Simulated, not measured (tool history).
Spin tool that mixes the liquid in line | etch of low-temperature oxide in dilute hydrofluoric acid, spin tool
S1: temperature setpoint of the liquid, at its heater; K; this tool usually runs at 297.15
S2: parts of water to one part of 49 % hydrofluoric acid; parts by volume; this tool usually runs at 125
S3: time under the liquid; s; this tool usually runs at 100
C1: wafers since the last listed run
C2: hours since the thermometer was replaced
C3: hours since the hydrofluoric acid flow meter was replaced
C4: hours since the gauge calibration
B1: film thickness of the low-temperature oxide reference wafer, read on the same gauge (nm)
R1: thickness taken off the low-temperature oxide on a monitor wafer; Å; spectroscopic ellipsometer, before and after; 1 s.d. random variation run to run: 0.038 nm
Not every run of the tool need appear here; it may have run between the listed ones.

| run | day | S1 | S2 | S3 | C1 | C2 | C3 | C4 | B1 | R1 |
|---|---|---|---|---|---|---|---|---|---|---|
| 1 | 0.000 | 297.15 | 125 | 100 | 0 | 1493.2 | 457.2 | 1421.5 | 130.01 | 110.8 |
| 2 | 7.542 | 297.15 | 125 | 100 | 1199 | 1674.2 | 638.2 | 1602.5 | 130.01 | 111.7 |
|  | 10.083 | gauge calibrated |
| 3 | 10.467 | 297.15 | 125 | 55 | 465 | 1744.4 | 708.4 | 9.2 | 130.00 | 61.2 |
| 4 | 12.558 | 297.15 | 125 | 55 | 332 | 1794.6 | 758.6 | 59.4 | 129.99 | 61.2 |
| 5 | 14.833 | 297.15 | 125 | 55 | 361 | 1849.2 | 813.2 | 114.0 | 130.01 | 61.6 |
| 6 | 16.725 | 297.15 | 125 | 100 | 300 | 1894.6 | 858.6 | 159.4 | 130.00 | 111.6 |
| 7 | 18.658 | 300.15 | 165 | 85 | 307 | 1941.0 | 905.0 | 205.8 | 129.99 | 77.0 |
|  | 19.517 | thermometer replaced |
| 8 | 19.667 | 299.65 | 125 | 100 | 153 | 3.6 | 929.2 | 230.0 | 129.97 | 123.6 |
| 9 | 22.104 | 297.15 | 105 | 80 | 387 | 62.1 | 987.7 | 288.5 | 130.02 | 108.4 |
| 10 | 23.938 | 292.15 | 90 | 155 | 291 | 106.1 | 1031.7 | 332.5 | 129.99 | 204.8 |
| 11 | 25.975 | 298.65 | 70 | 100 | 324 | 155.0 | 1080.6 | 381.4 | 130.03 | 226.4 |
| 12 | 28.229 | 298.65 | 125 | 145 | 358 | 209.1 | 1134.7 | 435.5 | 129.99 | 171.8 |
| 13 | 30.688 | 295.15 | 125 | 85 | 391 | 268.1 | 1193.7 | 494.5 | 129.99 | 88.2 |
| 14 | 33.142 | 294.15 | 160 | 140 | 390 | 327.0 | 1252.6 | 553.4 | 129.99 | 104.4 |
| 15 | 35.446 | 297.15 | 185 | 135 | 366 | 382.3 | 1307.9 | 608.7 | 129.99 | 96.1 |
| 16 | 38.392 | 294.15 | 155 | 100 | 468 | 453.0 | 1378.6 | 679.4 | 130.00 | 78.0 |
|  | 39.612 | hydrofluoric acid flow meter replaced |
| 17 | 40.296 | 300.65 | 125 | 100 | 296 | 498.7 | 16.4 | 725.1 | 129.99 | 126.3 |
| 18 | 43.029 | 294.65 | 160 | 100 | 434 | 564.3 | 82.0 | 790.7 | 130.00 | 75.2 |
| 19 | 45.492 | 297.15 | 125 | 40 | 391 | 623.4 | 141.1 | 849.8 | 129.99 | 44.3 |
| 20 | 47.092 | 293.15 | 125 | 155 | 254 | 661.8 | 179.5 | 888.2 | 129.98 | 145.9 |

Predict the results of run 21:
| 21 | 49.879 | 294.65 | 160 | 100 | 443 | 728.7 | 246.4 | 955.1 | ? | ? |

{"run 21": {"B1": 130.01, "R1": 75.4}}
With no hidden state in the tool, this same run would have given R1 75.1 Å.
